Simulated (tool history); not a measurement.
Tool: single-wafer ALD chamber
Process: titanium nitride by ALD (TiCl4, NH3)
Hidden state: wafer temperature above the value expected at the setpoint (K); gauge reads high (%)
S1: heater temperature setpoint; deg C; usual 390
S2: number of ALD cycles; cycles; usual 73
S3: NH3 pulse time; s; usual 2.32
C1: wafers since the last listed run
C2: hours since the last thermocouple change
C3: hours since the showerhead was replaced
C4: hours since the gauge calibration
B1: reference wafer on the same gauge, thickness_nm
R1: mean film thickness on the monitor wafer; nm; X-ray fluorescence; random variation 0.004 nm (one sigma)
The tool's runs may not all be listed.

Run 1, hour 0.0: usual settings but S1 395 deg C; C1 0; C2 1415.4; C3 1466.6; C4 768.2; B1 1.572. Result: R1 1.613 nm.
Run 2, hour 53.5: usual settings but S2 65 cycles; C1 130; C2 1468.9; C3 1520.1; C4 821.7; B1 1.574. Result: R1 1.426 nm.
Run 3, hour 116.4: usual settings but S2 65 cycles; C1 153; C2 1531.8; C3 1583.0; C4 884.6; B1 1.576. Result: R1 1.421 nm.
Run 4, hour 152.9: usual settings but S2 65 cycles; C1 89; C2 1568.3; C3 1619.5; C4 921.1; B1 1.572. Result: R1 1.427 nm.
Run 5, hour 365.3: usual settings; C1 517; C2 1780.7; C3 1831.9; C4 1133.5; B1 1.573. Result: R1 1.599 nm.
Run 6, hour 456.2: usual settings; C1 221; C2 1871.6; C3 1922.8; C4 1224.4; B1 1.571. Result: R1 1.598 nm.
Run 7, hour 559.2: usual settings; C1 251; C2 1974.6; C3 2025.8; C4 1327.4; B1 1.570. Result: R1 1.596 nm.
Run 8, hour 638.5: usual settings; C1 193; C2 2053.9; C3 2105.1; C4 1406.7; B1 1.569. Result: R1 1.598 nm.
Run 9, hour 716.1: usual settings; C1 189; C2 2131.5; C3 2182.7; C4 1484.3; B1 1.570. Result: R1 1.594 nm.
Run 10, hour 809.6: usual settings; C1 228; C2 2225.0; C3 2276.2; C4 1577.8; B1 1.569. Result: R1 1.598 nm.
At hour 821.4: showerhead replaced.
Run 11, hour 885.5: usual settings but S1 393 deg C; C1 165; C2 2300.9; C3 64.1; C4 1653.7; B1 1.568. Result: R1 1.602 nm.
Run 12, hour 961.3: usual settings but S2 63 cycles; C1 184; C2 2376.7; C3 139.9; C4 1729.5; B1 1.569. Result: R1 1.375 nm.
At hour 1200.0: thermocouple changed; heater temperature recalibrated.
Run 13, hour 1251.8: usual settings but S1 378 deg C, S3 2.65 s; C1 688; C2 51.8; C3 430.4; C4 2020.0; B1 1.568. Result: R1 1.599 nm.
Run 14, hour 1355.6: usual settings but S1 378 deg C, S3 2.65 s; C1 253; C2 155.6; C3 534.2; C4 2123.8; B1 1.565. Result: R1 1.597 nm.
At hour 1393.9: gauge calibrated.
Run 15, hour 1395.8: usual settings but S1 405 deg C, S2 81 cycles, S3 3.10 s; C1 98; C2 195.8; C3 574.4; C4 1.9; B1 1.580. Result: R1 1.830 nm.
Run 16, hour 1490.9: usual settings but S2 83 cycles; C1 231; C2 290.9; C3 669.5; C4 97.0; B1 1.580. Result: R1 1.830 nm.
Run 17, hour 1588.5: usual settings but S1 375 deg C, S2 66 cycles, S3 1.42 s; C1 238; C2 388.5; C3 767.1; C4 194.6; B1 1.577. Result: R1 1.348 nm.
Run 18, hour 1639.5: usual settings but S1 382 deg C, S2 66 cycles, S3 2.63 s; C1 124; C2 439.5; C3 818.1; C4 245.6; B1 1.579. Result: R1 1.462 nm.
Run 19, hour 1747.4: usual settings; C1 263; C2 547.4; C3 926.0; C4 353.5; B1 1.581. Result: R1 1.605 nm.
Run 20, hour 1806.9: usual settings but S1 385 deg C, S2 78 cycles, S3 1.60 s; C1 145; C2 606.9; C3 985.5; C4 413.0; B1 1.579. Result: R1 1.647 nm.
Run 21, hour 1867.9: usual settings but S1 400 deg C, S2 67 cycles, S3 2.81 s; C1 148; C2 667.9; C3 1046.5; C4 474.0; B1 1.579. Result: R1 1.497 nm.
Run 22, hour 1924.8: usual settings; C1 138; C2 724.8; C3 1103.4; C4 530.9; B1 1.577. Result: R1 1.606 nm.
Run 23, hour 2030.3: usual settings; C1 257; C2 830.3; C3 1208.9; C4 636.4; B1 1.576. Result: R1 1.610 nm.
Run 24, hour 2074.8: usual settings but S1 376 deg C, S2 83 cycles; C1 108; C2 874.8; C3 1253.4; C4 680.9; B1 1.577. Result: R1 1.808 nm.
Run 25, hour 2166.2: usual settings but S1 402 deg C, S3 1.70 s; C1 222; C2 966.2; C3 1344.8; C4 772.3; B1 1.576. Result: R1 1.588 nm.
Run 26, hour 2253.5: usual settings but S1 404 deg C, S2 62 cycles, S3 2.56 s; C1 212; C2 1053.5; C3 1432.1; C4 859.6; B1 1.574. Result: R1 1.386 nm.
Run 27, hour 2320.1: usual settings but S1 386 deg C; C1 162; C2 1120.1; C3 1498.7; C4 926.2; B1 1.574. Result: R1 1.596 nm.
Run 28, hour 2375.8: usual settings; C1 135; C2 1175.8; C3 1554.4; C4 981.9; B1 1.577. Result: R1 1.600 nm.
Run 29, hour 2482.7: usual settings but S1 398 deg C, S2 79 cycles, S3 1.93 s; C1 260; C2 1282.7; C3 1661.3; C4 1088.8; B1 1.573. Result: R1 1.723 nm.

Hidden state or all else? Some run-to-run changes of R1, split into what the settings, what came in and random variation would give without the hidden state, and what is left for the hidden state (with any gauge scatter that isn't in both results):
Run 12 -> 13: S1 390 -> 378, S2 63 -> 73, S3 2.32 -> 2.65, thermocouple changed; heater temperature recalibrated. R1 +0.224 nm: hidden state -0.004, all else +0.228.
Run 14 -> 15: S1 378 -> 405, S2 73 -> 81, S3 2.65 -> 3.10, gauge calibrated. R1 +0.233 nm: hidden state +0.016, all else +0.217.
Run 16 -> 17: S1 390 -> 375, S2 83 -> 66, S3 2.32 -> 1.42. R1 -0.482 nm: hidden state -0.001, all else -0.481.
